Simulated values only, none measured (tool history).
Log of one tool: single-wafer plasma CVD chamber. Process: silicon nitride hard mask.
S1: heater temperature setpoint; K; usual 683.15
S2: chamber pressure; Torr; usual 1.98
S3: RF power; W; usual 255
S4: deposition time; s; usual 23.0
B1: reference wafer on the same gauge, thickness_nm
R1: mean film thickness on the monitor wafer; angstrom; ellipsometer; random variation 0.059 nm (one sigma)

Run 1, hour 0.0: usual settings; B1 21.402. Result: R1 245.75 angstrom.
Run 2, hour 14.1: usual settings but S1 671.15 K; B1 21.409. Result: R1 247.52 angstrom.
Run 3, hour 29.9: usual settings but S2 1.59 Torr; B1 21.389. Result: R1 233.60 angstrom.
At hour 60.2: RF generator calibrated.
At hour 62.4: capacitance manometer re-zeroed and calibrated.
Run 4, hour 64.9: usual settings but S2 2.12 Torr; B1 21.393. Result: R1 249.61 angstrom.
At hour 77.1: gauge calibrated.
Run 5, hour 78.4: usual settings but S2 2.12 Torr; B1 21.386. Result: R1 250.40 angstrom.
Run 6, hour 94.8: usual settings but S2 2.12 Torr; B1 21.402. Result: R1 249.82 angstrom.
Run 7, hour 106.5: usual settings; B1 21.392. Result: R1 247.11 angstrom.
Run 8, hour 116.9: usual settings; B1 21.404. Result: R1 247.46 angstrom.
Run 9, hour 124.6: usual settings; B1 21.397. Result: R1 245.84 angstrom.
At hour 136.3: thermocouple changed; heater temperature recalibrated.
At hour 142.6: showerhead replaced.
Run 10, hour 143.1: usual settings but S2 1.63 Torr; B1 21.393. Result: R1 234.76 angstrom.
Run 11, hour 153.0: usual settings; B1 21.400. Result: R1 245.94 angstrom.
Run 12, hour 160.5: usual settings but S1 694.15 K, S2 2.20 Torr; B1 21.374. Result: R1 250.54 angstrom.
Run 13, hour 176.5: usual settings but S4 19.4 s; B1 21.416. Result: R1 207.55 angstrom.

The next listed run, before its measurement:
Run 14, hour 189.0: usual settings but S2 2.40 Torr; B1 ?. Result: R1 ?.

B1: 21.387
R1: 257.86 angstrom
Without the tool's hidden state the same run would have given R1 257.86 angstrom.
